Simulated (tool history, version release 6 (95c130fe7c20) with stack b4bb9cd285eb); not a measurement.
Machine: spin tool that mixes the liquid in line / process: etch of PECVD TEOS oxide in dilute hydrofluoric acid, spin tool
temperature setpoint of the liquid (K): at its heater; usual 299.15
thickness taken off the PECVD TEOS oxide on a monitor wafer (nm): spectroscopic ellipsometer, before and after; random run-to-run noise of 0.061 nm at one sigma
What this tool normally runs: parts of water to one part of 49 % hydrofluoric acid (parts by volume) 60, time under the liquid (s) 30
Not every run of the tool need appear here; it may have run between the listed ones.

| run | hour | temperature setpoint of the liquid (K) | parts of water to one part of 49 % hydrofluoric acid (parts by volume) | time under the liquid (s) | read-back film thickness of the PECVD TEOS oxide reference wafer, read on the same gauge (nm) | thickness taken off the PECVD TEOS oxide on a monitor wafer (nm) |
|---|---|---|---|---|---|---|
| 1 | 0.0 | 297.65 | 60 | 15 | 150.02 | 7.64 |
| 2 | 15.7 | 299.15 | 60 | 30 | 150.01 | 16.24 |
| 3 | 24.4 | 299.15 | 60 | 30 | 150.01 | 16.37 |
| 4 | 40.7 | 299.15 | 60 | 30 | 149.99 | 16.27 |
| 5 | 50.7 | 299.15 | 60 | 15 | 150.01 | 8.15 |
| 6 | 61.9 | 299.15 | 60 | 15 | 150.00 | 8.17 |
| 7 | 76.8 | 299.15 | 60 | 30 | 150.00 | 16.34 |
| 8 | 84.4 | 299.15 | 60 | 30 | 150.02 | 16.27 |
|  | 102.9 | hydrofluoric acid flow meter replaced |
|  | 122.7 | gauge calibrated |
| 9 | 127.9 | 299.15 | 60 | 30 | 150.02 | 17.29 |
| 10 | 141.6 | 299.15 | 70 | 30 | 149.99 | 14.66 |
| 11 | 159.4 | 299.15 | 70 | 30 | 150.02 | 14.67 |
|  | 175.6 | hydrofluoric acid flow meter replaced, repeated, since the last time left the tool worse |
| 12 | 176.7 | 303.15 | 35 | 45 | 150.01 | 46.40 |
| 13 | 193.1 | 299.15 | 85 | 15 | 149.99 | 5.07 |
|  | 201.3 | thermometer replaced |
| 14 | 203.1 | 303.15 | 80 | 30 | 150.02 | 12.68 |
| 15 | 216.9 | 299.15 | 60 | 30 | 149.99 | 14.91 |
| 16 | 231.7 | 299.15 | 60 | 30 | 149.97 | 14.94 |
| 17 | 248.4 | 299.15 | 75 | 30 | 150.01 | 11.67 |
| 18 | 263.6 | 299.15 | 35 | 20 | 150.01 | 17.62 |
|  | 266.5 | gauge calibrated |
| 19 | 272.5 | 299.15 | 60 | 25 | 149.98 | 12.47 |
| 20 | 289.9 | 297.15 | 90 | 15 | 150.00 | 4.42 |
| 21 | 299.8 | 297.65 | 85 | 15 | 150.03 | 4.83 |
| 22 | 307.7 | 299.15 | 70 | 30 | 150.00 | 12.65 |

3 ways to go on from here, each from the tool as it stands after run 22. What would each give?
| A | 308.1 | 299.15 | 50 | 30 | ? | ? |
| B | 308.1 | 297.15 | 45 | 45 | ? | ? |
| C | 308.1 | 301.65 | 60 | 30 | ? | ? |

| run | read-back film thickness of the PECVD TEOS oxide reference wafer, read on the same gauge (nm) | thickness taken off the PECVD TEOS oxide on a monitor wafer (nm) |
|---|---|---|
| A | 150.00 | 18.28 |
| B | 150.00 | 28.26 |
| C | 150.00 | 16.60 |
What these runs would have given with no unlogged condition in the tool:
| run | thickness taken off the PECVD TEOS oxide on a monitor wafer (nm) |
|---|---|
| A | 18.04 |
| B | 27.89 |
| C | 16.37 |
